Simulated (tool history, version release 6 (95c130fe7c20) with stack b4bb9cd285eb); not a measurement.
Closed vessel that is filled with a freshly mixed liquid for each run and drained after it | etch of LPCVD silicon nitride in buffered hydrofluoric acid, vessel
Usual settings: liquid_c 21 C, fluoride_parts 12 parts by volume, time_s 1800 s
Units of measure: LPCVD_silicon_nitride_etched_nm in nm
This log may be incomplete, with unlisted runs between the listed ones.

run,hour,liquid_c,fluoride_parts,time_s,"read-back film thickness of the LPCVD silicon nitride reference wafer, read on the same gauge (nm)",LPCVD_silicon_nitride_etched_nm
1,0,21,12,1800,90.03,16.61
2,26.9,19.5,12,1800,89.96,15.38
3,49.4,19.5,12,1800,90.04,15.17
4,82.5,19.5,12,1800,90.02,15.18
5,101.1,17,12,1800,90.03,13.2
6,125.5,17,12,1800,89.99,13.11
7,160.2,17,12,1800,89.99,13.14
8,199.2,21,12,1800,90,16.43
9,246.8,21,12,1800,90,16.38
10,272.9,21,12,1800,90.03,16.48
11,301.5,21,12,1800,89.98,16.44
# hour 317.1: gauge calibrated
12,336.5,21,12,1800,90,16.4
13,355.8,21,12,1800,90.02,16.33
14,388.1,18.5,10,2740,90,26.02
# hour 395.4: thermometer replaced
15,416.9,18.5,16,925,90.03,5.85
# hour 441.1: hydrofluoric acid flow meter replaced
16,443.6,23.5,9.5,2685,89.95,36.73
17,469.1,21,12,1800,89.99,17.37
18,495.1,17.5,12,745,90.03,5.86
19,525.6,17.5,10,2735,90.01,25.81
20,555.6,24,12,1800,89.96,20.34
21,571.8,21,13.5,1800,90.03,15.47
22,585.9,21,12,1800,90.03,17.37
23,598.5,21,14,1800,90.04,14.99
24,622.7,21,9.5,1800,90,21.17
25,635,21,12,1800,90,17.19
26,657.3,26,16,2335,90.03,22.31

Here are 5 independent what-if runs from the current tool condition. What would each one return?
A,658.4,21,12,1800,?,?
B,658.4,21,8,945,?,?
C,658.4,25.5,15.5,755,?,?
D,658.4,25.5,9,2635,?,?
E,658.4,17,12,2125,?,?

run,"read-back film thickness of the LPCVD silicon nitride reference wafer, read on the same gauge (nm)",LPCVD_silicon_nitride_etched_nm
A,89.99,17.24
B,89.99,13.13
C,89.99,7.21
D,89.99,41.25
E,89.99,16.24
The same runs, with their run-to-run variation unchanged, on a tool lacking any hidden condition would have given:
run,LPCVD_silicon_nitride_etched_nm
A,17.46
B,13.29
C,7.29
D,41.74
E,16.45
